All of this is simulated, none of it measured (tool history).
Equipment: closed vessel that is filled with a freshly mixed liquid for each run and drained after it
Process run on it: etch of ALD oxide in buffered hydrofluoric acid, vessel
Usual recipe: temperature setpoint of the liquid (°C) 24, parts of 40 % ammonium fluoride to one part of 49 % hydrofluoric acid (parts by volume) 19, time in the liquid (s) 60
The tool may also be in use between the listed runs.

run,day,temperature setpoint of the liquid (°C),parts of 40 % ammonium fluoride to one part of 49 % hydrofluoric acid (parts by volume),time in the liquid (s),wafers since the last listed run,hours since the thermometer was replaced,hours since the hydrofluoric acid flow meter was replaced,hours since the gauge calibration,"read-back film thickness of the ALD oxide reference wafer, read on the same gauge (nm)",thickness taken off the ALD oxide on a monitor wafer (angstrom)
1,0,24,19,60,0,466.3,981.3,270.1,120,1037.3
2,1.792,24,19,50,4765,509.3,1024.3,313.1,120,859.6
3,4.988,24,19,50,8500,586,1101,389.8,120.03,865.5
# day 5.733: thermometer replaced
4,7.558,24,19,50,6727,43.8,1162.7,451.5,120.01,859
5,10.921,24,19,60,8943,124.5,1243.4,532.2,119.97,1014.7
6,12.592,24,19,60,4444,164.6,1283.5,572.3,120.01,1041.6
7,14.096,21.5,19,60,4000,200.7,1319.6,608.4,120.03,894.1
8,17.242,24,19,60,8367,276.2,1395.1,683.9,119.99,1013.4
9,20.05,24,19,60,7469,343.6,1462.5,751.3,120,1009.9
10,22.667,24,19,60,6959,406.4,1525.3,814.1,120.01,1024.1
11,24.629,24,19,60,5219,453.5,1572.4,861.2,120,1036.5
12,27.65,24,19,60,8034,526,1644.9,933.7,120,1014.6
13,30.479,24,19,60,7524,593.9,1712.8,1001.6,119.98,1024.6
# day 32.362: thermometer replaced
14,32.45,24,19,50,5131,2.1,1760.1,1048.9,120.05,857.5
15,36.188,24,19,60,9940,91.8,1849.8,1138.6,119.99,1026.8
16,39.05,24,24,60,7613,160.5,1918.5,1207.3,120.02,858.7
17,43.35,19.5,19,90,11437,263.7,2021.7,1310.5,120.02,1169.2
# day 44.388: hydrofluoric acid flow meter replaced
18,55.429,24,19,70,32017,553.6,265,1600.4,120.02,1231.9
19,57.671,27.5,22.5,60,5962,607.4,318.8,1654.2,120,1141.1
# day 57.729: thermometer replaced
20,59.288,24,12.5,35,4189,37.4,357.6,1693,120,921.6
21,63,28,23.5,95,9874,126.5,446.7,1782.1,119.99,1762.1
# day 64.542: gauge calibrated
22,65.267,24,22.5,70,6028,180.9,501.1,17.4,119.99,1078.6
23,68.175,26,19,60,7735,250.7,570.9,87.2,120.02,1162
24,71.462,24,14,60,8744,329.6,649.8,166.1,120,1399.5
25,74.2,24,19,60,7281,395.3,715.5,231.8,120,1043.2
26,78.508,22.5,19,95,11459,498.7,818.9,335.2,120,1499.3
# day 81.642: thermometer replaced
27,82.196,21.5,15,60,9697,13.3,907.4,423.7,120,1131.9
28,86.15,24,19,60,10517,108.2,1002.3,518.6,120.03,1037.9
29,90.375,22.5,13.5,85,11237,209.6,1103.7,620,119.99,1853.4
30,93.367,24,19,60,7957,281.4,1175.5,691.8,119.97,1021
31,96.396,28,19,35,8056,354.1,1248.2,764.5,119.99,727.5
32,99.496,22,13,75,8245,428.5,1322.6,838.9,120.03,1639.8
33,102.746,22,19,80,8644,506.5,1400.6,916.9,119.99,1226.6
34,108,24,15.5,80,13974,632.6,1526.7,1043,120,1621

Hidden state, per run?
liquid colder than its thermometer reads (K): 0, the same for each run
gauge reads high (%): 0, the same for each run
H1: hydrofluoric acid flow below the setpoint (%)
run,H1
1,4.12
2,4.3
3,4.61
4,4.87
5,5.21
6,5.37
7,5.52
8,5.84
9,6.12
10,6.38
11,6.57
12,6.87
13,7.16
14,7.35
15,7.73
16,8.01
17,8.44
18,2.48
19,2.7
20,2.86
21,3.23
22,3.46
23,3.75
24,4.08
25,4.35
26,4.78
27,5.15
28,5.54
29,5.96
30,6.26
31,6.56
32,6.87
33,7.19
34,7.72
